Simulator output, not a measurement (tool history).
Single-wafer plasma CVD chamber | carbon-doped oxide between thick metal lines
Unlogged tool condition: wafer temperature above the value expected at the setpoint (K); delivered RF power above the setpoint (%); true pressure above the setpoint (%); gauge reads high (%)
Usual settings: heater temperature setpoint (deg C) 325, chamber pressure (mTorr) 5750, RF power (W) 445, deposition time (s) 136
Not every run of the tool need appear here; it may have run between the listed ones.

run     day  heater temperature setpoint (deg C)  chamber pressure (mTorr)  RF power (W)  deposition time (s)  wafers since the last listed run  hours since the last thermocouple change  hours since the last RF generator calibration  hours since the last manometer calibration  hours since the showerhead was replaced  hours since the gauge calibration  read-back reference wafer on the same gauge, thickness_nm  mean film thickness on the monitor wafer (nm)
  1   0.000                                  325                      5750           445                  136                                 0                                    2850.2                                         1884.3                                      1391.0                                   4030.4                              250.1                                                    730.617                                        660.870
  2   2.458                                  334                      5750           445                  136                               623                                    2909.2                                         1943.3                                      1450.0                                   4089.4                              309.1                                                    731.030                                        643.763
  3   5.075                                  334                      5750           445                  136                               663                                    2972.0                                         2006.1                                      1512.8                                   4152.2                              371.9                                                    731.028                                        646.053
  4   6.358                                  318                      5750           445                  136                               325                                    3002.8                                         2036.9                                      1543.6                                   4183.0                              402.7                                                    730.461                                        672.799
  5   6.917                                  318                      5750           445                  136                               141                                    3016.2                                         2050.3                                      1557.0                                   4196.4                              416.1                                                    730.725                                        674.682
  6   7.850                                  325                      5750           445                  136                               236                                    3038.6                                         2072.7                                      1579.4                                   4218.8                              438.5                                                    730.046                                        661.744
  7   8.396                                  325                      5750           445                  136                               138                                    3051.7                                         2085.8                                      1592.5                                   4231.9                              451.6                                                    731.809                                        659.505
  8   9.721                                  325                      5750           445                  136                               335                                    3083.5                                         2117.6                                      1624.3                                   4263.7                              483.4                                                    730.660                                        658.441
     10.150  -- capacitance manometer re-zeroed and calibrated
  9  10.800                                  329                      5750           445                  136                               189                                    3109.4                                         2143.5                                        15.6                                   4289.6                              509.3                                                    730.780                                        649.197
     11.746  -- showerhead replaced, of another model than before
     11.854  -- RF generator calibrated
 10  12.104                                  329                      5750           445                  136                               218                                    3140.7                                            6.0                                        46.9                                      8.6                              540.6                                                    730.762                                        668.353
 11  13.271                                  334                      5750           445                  125                               295                                    3168.7                                           34.0                                        74.9                                     36.6                              568.6                                                    731.467                                        608.175
     13.600  -- gauge calibrated
     13.608  -- thermocouple changed; heater temperature recalibrated
 12  13.962                                  325                      5750           445                  136                                90                                       8.5                                           50.6                                        91.5                                     53.2                                8.7                                                    730.960                                        678.165
 13  14.675                                  325                      5750           445                  136                               180                                      25.6                                           67.7                                       108.6                                     70.3                               25.8                                                    730.046                                        677.842
 14  16.058                                  325                      5750           445                  136                               350                                      58.8                                          100.9                                       141.8                                    103.5                               59.0                                                    730.809                                        676.306
 15  16.679                                  325                      5750           445                  136                               157                                      73.7                                          115.8                                       156.7                                    118.4                               73.9                                                    731.068                                        677.429
 16  17.596                                  325                      5170           445                  136                               232                                      95.7                                          137.8                                       178.7                                    140.4                               95.9                                                    731.039                                        673.328
 17  18.471                                  314                      4360           395                  163                               221                                     116.7                                          158.8                                       199.7                                    161.4                              116.9                                                    731.486                                        794.277
 18  19.900                                  321                      6530           500                  136                               362                                     151.0                                          193.1                                       234.0                                    195.7                              151.2                                                    731.681                                        711.459
 19  20.821                                  325                      5750           445                  136                               233                                     173.1                                          215.2                                       256.1                                    217.8                              173.3                                                    730.597                                        676.855
 20  22.038                                  325                      6190           420                  144                               308                                     202.3                                          244.4                                       285.3                                    247.0                              202.5                                                    730.779                                        707.758
 21  23.096                                  325                      5750           445                  162                               268                                     227.7                                          269.8                                       310.7                                    272.4                              227.9                                                    730.504                                        808.302
 22  24.188                                  325                      5750           445                  157                               276                                     253.9                                          296.0                                       336.9                                    298.6                              254.1                                                    730.891                                        782.566
 23  25.542                                  325                      5750           445                  136                               343                                     286.4                                          328.5                                       369.4                                    331.1                              286.6                                                    730.626                                        676.679
 24  27.729                                  325                      6900           405                  148                               554                                     338.9                                          381.0                                       421.9                                    383.6                              339.1                                                    731.052                                        723.719
 25  28.725                                  325                      5750           495                  149                               252                                     362.8                                          404.9                                       445.8                                    407.5                              363.0                                                    731.930                                        762.538
 26  29.708                                  325                      5750           445                  136                               249                                     386.4                                          428.5                                       469.4                                    431.1                              386.6                                                    731.883                                        674.718
 27  31.025                                  325                      5750           485                  136                               333                                     418.0                                          460.1                                       501.0                                    462.7                              418.2                                                    730.679                                        692.686

For each run, what was the tool's unlogged condition?
wafer temperature above the value expected at the setpoint (K): 0, the same for each run
true pressure above the setpoint (%): 0, the same for each run
gauge reads high (%): 0, the same for each run
H1: delivered RF power above the setpoint (%)
run      H1
  1   -7.38
  2   -7.59
  3   -7.81
  4   -7.92
  5   -7.97
  6   -8.05
  7   -8.09
  8    -8.2
  9    -8.3
 10  -0.889
 11  -0.988
 12   -1.05
 13   -1.11
 14   -1.22
 15   -1.28
 16   -1.35
 17   -1.43
 18   -1.55
 19   -1.63
 20   -1.73
 21   -1.82
 22   -1.91
 23   -2.02
 24   -2.21
 25   -2.29
 26   -2.38
 27   -2.49

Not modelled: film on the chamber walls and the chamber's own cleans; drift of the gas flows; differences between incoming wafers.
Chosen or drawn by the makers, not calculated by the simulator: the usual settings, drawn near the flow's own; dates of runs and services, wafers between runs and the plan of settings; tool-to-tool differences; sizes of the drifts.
